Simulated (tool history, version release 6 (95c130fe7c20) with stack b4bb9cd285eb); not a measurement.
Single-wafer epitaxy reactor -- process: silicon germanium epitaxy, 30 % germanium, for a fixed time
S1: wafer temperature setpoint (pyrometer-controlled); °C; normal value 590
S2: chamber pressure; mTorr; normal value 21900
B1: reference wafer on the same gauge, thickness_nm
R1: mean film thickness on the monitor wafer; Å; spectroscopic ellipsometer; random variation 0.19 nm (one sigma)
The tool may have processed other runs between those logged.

run    hour   S1     S2      B1      R1
  1     0.0  590  21900  58.358  502.48
  2    51.0  590  21900  58.306  496.85
      177.3  -- capacitance manometer re-zeroed and calibrated
  3   364.8  590  21900  57.951  498.64
  4   455.5  590  21900  58.013  494.31
  5   533.8  590  21900  57.921  496.68
  6   590.0  590  21900  57.800  497.35
  7   662.5  590  21900  57.915  496.54
  8   745.9  590  21900  57.900  494.03
  9   923.5  590  20100  57.845  473.19
 10  1008.0  590  20100  57.641  474.48
 11  1099.4  596  21900  57.704  561.91
     1130.2  -- gauge calibrated
 12  1173.5  596  21900  59.253  581.42
     1243.8  -- capacitance manometer re-zeroed and calibrated
 13  1256.9  590  20300  59.270  487.26
     1341.8  -- pyrometer calibrated
 14  1444.1  590  21900  58.704  503.81
 15  1485.4  590  21900  58.610  498.75
 16  1555.2  604  21900  58.390  675.39
     1575.0  -- showerhead replaced
 17  1601.4  599  23300  58.389  628.25
 18  1669.8  600  23400  58.184  638.98
 19  1765.8  600  19400  58.131  577.18
 20  1829.8  590  21900  58.044  497.48
 21  1904.6  586  19500  57.873  431.92
 22  1994.0  600  18400  57.887  557.41
 23  2082.5  590  21900  57.756  494.45
 24  2124.7  590  25500  57.734  534.02
 25  2164.2  598  26600  57.786  646.97
 26  2251.8  595  17000  57.734  479.08
     2294.2  -- capacitance manometer re-zeroed and calibrated
 27  2348.8  603  26300  57.656  709.27
 28  2417.9  590  21900  57.582  494.33
 29  2524.9  581  25900  57.532  443.96
     2584.9  -- pyrometer calibrated
 30  2615.1  581  17200  57.514  355.40
 31  2670.0  590  21900  57.407  491.59
 32  2725.7  594  26100  57.508  587.32
 33  2777.2  575  21900  57.406  353.74
 34  2817.6  590  21900  57.351  495.99
 35  2891.4  604  26300  57.289  722.78

Below, some changes in R1 between adjacent runs. For each, the amount present without the hidden state too (settings, incoming material, random variation) and the amount remaining for the hidden state with gauge scatter not shared by both compared results:
The hidden state here: wafer temperature above the value expected at the setpoint (K); true pressure above the setpoint (%); gauge reads high (%).
Run 11 -> 12: gauge calibrated. R1 +19.51 Å: hidden state +16.47, all else +3.04.
Run 26 -> 27: S1 595 -> 603, S2 17000 -> 26300, capacitance manometer re-zeroed and calibrated. R1 +230.19 Å: hidden state -8.54, all else +238.73.
Run 32 -> 33: S1 594 -> 575, S2 26100 -> 21900. R1 -233.58 Å: hidden state +8.75, all else -242.33.
Run 34 -> 35: S1 590 -> 604, S2 21900 -> 26300. R1 +226.79 Å: hidden state -8.95, all else +235.74.
